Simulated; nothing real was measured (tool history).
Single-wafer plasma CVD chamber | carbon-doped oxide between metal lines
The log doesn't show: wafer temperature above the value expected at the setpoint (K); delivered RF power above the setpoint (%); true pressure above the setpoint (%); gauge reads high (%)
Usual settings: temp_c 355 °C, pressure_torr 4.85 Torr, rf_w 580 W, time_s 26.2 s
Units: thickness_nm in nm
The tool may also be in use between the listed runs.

run    hour  temp_c  pressure_torr  rf_w  time_s  wafers since the last listed run  hours since the last thermocouple change  hours since the last RF generator calibration  hours since the last manometer calibration  hours since the showerhead was replaced  hours since the gauge calibration  read-back reference wafer on the same gauge, thickness_nm  thickness_nm
  1     0.0     355           4.85   580    26.2                                 0                                      43.7                                          569.5                                       637.3                                   6404.5                             1094.0                                                    117.136       145.980
  2    39.9     355           4.85   580    26.2                               921                                      83.6                                          609.4                                       677.2                                   6444.4                             1133.9                                                    117.480       146.218
  3    78.1     355           4.85   580    26.2                               882                                     121.8                                          647.6                                       715.4                                   6482.6                             1172.1                                                    117.324       145.791
  4   154.5     355           4.85   580    26.2                              1764                                     198.2                                          724.0                                       791.8                                   6559.0                             1248.5                                                    117.403       145.794
  5   206.8     355           4.85   580    26.2                              1207                                     250.5                                          776.3                                       844.1                                   6611.3                             1300.8                                                    117.468       144.927
  6   276.4     355           4.85   580    26.2                              1607                                     320.1                                          845.9                                       913.7                                   6680.9                             1370.4                                                    117.376       145.731
  7   320.1     355           4.85   580    26.2                              1009                                     363.8                                          889.6                                       957.4                                   6724.6                             1414.1                                                    117.588       146.307
  8   404.9     355           4.85   520    26.2                              1958                                     448.6                                          974.4                                      1042.2                                   6809.4                             1498.9                                                    117.691       140.751
  9   495.5     355           4.85   520    26.2                              2092                                     539.2                                         1065.0                                      1132.8                                   6900.0                             1589.5                                                    117.691       140.554
 10   539.3     355           4.85   520    26.2                              1011                                     583.0                                         1108.8                                      1176.6                                   6943.8                             1633.3                                                    117.527       141.054
 11   602.7     355           4.85   525    26.2                              1464                                     646.4                                         1172.2                                      1240.0                                   7007.2                             1696.7                                                    117.626       141.375
 12   672.1     355           4.85   525    26.2                              1602                                     715.8                                         1241.6                                      1309.4                                   7076.6                             1766.1                                                    117.536       141.577
 13   743.9     355           4.85   580    30.5                              1658                                     787.6                                         1313.4                                      1381.2                                   7148.4                             1837.9                                                    117.776       169.394
      778.0  -- capacitance manometer re-zeroed and calibrated
 14   838.3     349           4.85   510    26.2                              1995                                     882.0                                         1407.8                                        60.3                                   7242.8                             1932.3                                                    117.767       141.672
      894.9  -- showerhead replaced
      895.6  -- RF generator calibrated
      903.9  -- gauge calibrated
 15   933.5     343           5.67   470    28.0                              1997                                     977.2                                           37.9                                       155.5                                     38.6                               29.6                                                    115.355       149.744
 16  1006.2     345           4.85   650    26.2                              1678                                    1049.9                                          110.6                                       228.2                                    111.3                              102.3                                                    115.638       153.560
 17  1282.1     342           4.15   525    26.2                              6371                                    1325.8                                          386.5                                       504.1                                    387.2                              378.2                                                    116.285       141.590
     1323.1  -- thermocouple changed; heater temperature recalibrated
 18  1364.2     355           5.72   610    31.0                              1711                                      41.1                                          468.6                                       586.2                                    469.3                              460.3                                                    116.583       177.127
 19  1434.5     370           4.85   580    30.7                              1623                                     111.4                                          538.9                                       656.5                                    539.6                              530.6                                                    116.770       164.376
 20  1471.6     342           4.32   625    26.2                               856                                     148.5                                          576.0                                       693.6                                    576.7                              567.7                                                    116.923       150.956
 21  1542.1     355           4.85   580    22.1                              1628                                     219.0                                          646.5                                       764.1                                    647.2                              638.2                                                    116.962       123.141
 22  1641.6     343           5.67   470    28.0                              2297                                     318.5                                          746.0                                       863.6                                    746.7                              737.7                                                    117.213       152.326
 23  1708.3     370           4.85   580    30.7                              1540                                     385.2                                          812.7                                       930.3                                    813.4                              804.4                                                    117.197       164.812
 24  1815.8     355           4.15   515    30.1                              2482                                     492.7                                          920.2                                      1037.8                                    920.9                              911.9                                                    117.357       157.724
 25  1894.7     355           4.85   580    26.2                              1821                                     571.6                                          999.1                                      1116.7                                    999.8                              990.8                                                    117.341       145.697

How the hidden state differs across the entries between the runs, from the last listed run before each to the first after it:
Between runs 13 and 14: capacitance manometer re-zeroed and calibrated (hour 778.0)
  gauge reads high (%): 2.33 -> 2.35
  measured less the result without the state, thickness_nm: +3.854 -> +3.256 nm
Between runs 14 and 15: showerhead replaced (hour 894.9); RF generator calibrated (hour 895.6); gauge calibrated (hour 903.9)
  gauge reads high (%): 2.35 -> 0.188
  measured less the result without the state, thickness_nm: +3.256 -> +0.281 nm
Between runs 17 and 18: thermocouple changed; heater temperature recalibrated (hour 1323.1)
  gauge reads high (%): 1.19 -> 1.36
  measured less the result without the state, thickness_nm: +1.667 -> +2.382 nm
